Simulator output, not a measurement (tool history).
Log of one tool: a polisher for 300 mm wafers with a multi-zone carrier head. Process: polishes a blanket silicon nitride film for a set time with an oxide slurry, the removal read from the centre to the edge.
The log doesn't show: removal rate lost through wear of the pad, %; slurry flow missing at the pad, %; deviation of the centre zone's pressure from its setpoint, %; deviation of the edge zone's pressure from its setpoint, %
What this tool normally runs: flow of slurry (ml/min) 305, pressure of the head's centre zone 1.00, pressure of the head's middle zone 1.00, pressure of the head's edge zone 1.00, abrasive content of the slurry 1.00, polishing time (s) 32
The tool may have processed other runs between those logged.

run    hour  flow of slurry (ml/min)  pressure of the head's centre zone  pressure of the head's middle zone  pressure of the head's edge zone  abrasive content of the slurry  polishing time (s)  wafers since the last listed run  wafers polished on this pad  hours since the slurry nozzle was cleaned  hours since the centre zone pressure was calibrated  hours since the edge zone pressure was calibrated  hours since the carrier head's membrane was replaced  incoming thickness of the incoming film, nm  film removed at the wafer's centre (nm)  film removed at mid-radius (nm)  film removed at the wafer's edge (nm)
  1     0.0                      305                                1.00                                1.00                              1.00                            1.00                  25                                 0                          180                                      559.0                                                725.6                                              897.3                                                  48.2                                        635.3                                      9.4                              8.9                                    9.4
  2    71.4                      305                                1.00                                1.00                              1.00                            1.00                  25                               573                          754                                      630.4                                                797.0                                              968.7                                                 119.6                                        636.1                                      9.4                              8.8                                    9.2
       80.3  -- slurry nozzle cleaned
  3   154.3                      270                                1.00                                1.00                              1.00                            1.00                  32                               658                         1412                                       74.0                                                879.9                                             1051.6                                                 202.5                                        626.4                                     11.6                             11.4                                   11.9
  4   259.0                      305                                1.00                                1.00                              1.00                            0.85                  32                               841                         2254                                      178.7                                                984.6                                             1156.3                                                 307.2                                        626.1                                     11.3                             10.9                                   11.3
  5   300.5                      305                                1.00                                1.00                              1.00                            0.85                  32                               333                         2588                                      220.2                                               1026.1                                             1197.8                                                 348.7                                        631.5                                     11.2                             10.7                                   11.4
      381.8  -- worn pad replaced by a new one
  6   408.0                      305                                1.00                                1.00                              1.00                            0.85                  32                               831                          210                                      327.7                                               1133.6                                             1305.3                                                 456.2                                        631.2                                     11.1                             11.0                                   11.0
  7   461.1                      305                                1.00                                1.00                              1.00                            1.00                  42                               426                          637                                      380.8                                               1186.7                                             1358.4                                                 509.3                                        627.3                                     15.3                             14.9                                   15.9
  8   524.0                      305                                1.00                                1.00                              1.00                            1.00                  38                               505                         1143                                      443.7                                               1249.6                                             1421.3                                                 572.2                                        632.3                                     13.9                             13.9                                   14.1
      568.7  -- edge zone pressure recalibrated
  9   597.0                      305                                1.00                                1.00                              1.00                            1.00                  32                               570                         1713                                      516.7                                               1322.6                                               28.3                                                 645.2                                        625.1                                     11.8                             11.8                                   11.9
 10   672.8                      305                                1.00                                1.00                              1.00                            1.00                  32                               609                         2323                                      592.5                                               1398.4                                              104.1                                                 721.0                                        615.5                                     11.6                             11.4                                   12.0
      677.0  -- centre zone pressure recalibrated
 11   735.6                      245                                1.00                                1.10                              1.00                            1.00                  21                               488                         2811                                      655.3                                                 58.6                                              166.9                                                 783.8                                        628.0                                      7.5                              8.1                                    7.6
 12   787.2                      305                                1.00                                1.00                              1.10                            1.00                  32                               414                         3226                                      706.9                                                110.2                                              218.5                                                 835.4                                        638.1                                     11.9                             11.4                                   12.5
      835.0  -- slurry nozzle cleaned
 13   884.2                      305                                0.93                                1.00                              1.00                            1.00                  32                               771                         3998                                       49.2                                                207.2                                              315.5                                                 932.4                                        628.5                                     10.9                             11.5                                   12.1
      897.9  -- worn pad replaced by a new one
 14   938.0                      305                                1.00                                0.92                              1.00                            1.00                  32                               400                          322                                      103.0                                                261.0                                              369.3                                                 986.2                                        627.2                                     11.7                             10.6                                   11.9
 15   984.6                      410                                1.09                                1.00                              1.00                            1.00                  24                               374                          696                                      149.6                                                307.6                                              415.9                                                1032.8                                        624.4                                     10.0                              8.8                                    9.0
 16  1083.8                      305                                1.00                                1.00                              1.00                            1.00                  32                               797                         1494                                      248.8                                                406.8                                              515.1                                                1132.0                                        625.4                                     11.9                             11.6                                   11.9
 17  1149.4                      305                                1.00                                1.00                              0.96                            1.00                  32                               527                         2021                                      314.4                                                472.4                                              580.7                                                1197.6                                        628.9                                     11.8                             11.4                                   11.6
 18  1199.9                      305                                1.00                                1.00                              1.00                            1.00                  39                               405                         2427                                      364.9                                                522.9                                              631.2                                                1248.1                                        634.7                                     14.3                             13.9                                   14.6
 19  1236.6                      360                                1.00                                1.00                              1.00                            1.25                  40                               295                         2722                                      401.6                                                559.6                                              667.9                                                1284.8                                        621.2                                     16.0                             15.8                                   16.2

What does the tool deliver on the next run?
     1327.6  -- worn pad replaced by a new one
 20  1333.5                      305                                0.89                                1.00                              1.00                            0.85                  32                               746                           47                                      498.5                                                656.5                                              764.8                                                1381.7                                        627.1                                        ?                                ?                                      ?

{"run 20": {"film removed at the wafer's centre (nm)": 10.0, "film removed at mid-radius (nm)": 10.9, "film removed at the wafer's edge (nm)": 11.2}}
Minus the tool's unlogged condition, the same run would have read film removed at the wafer's centre (nm) 10.0, film removed at mid-radius (nm) 10.9, film removed at the wafer's edge (nm) 11.2.

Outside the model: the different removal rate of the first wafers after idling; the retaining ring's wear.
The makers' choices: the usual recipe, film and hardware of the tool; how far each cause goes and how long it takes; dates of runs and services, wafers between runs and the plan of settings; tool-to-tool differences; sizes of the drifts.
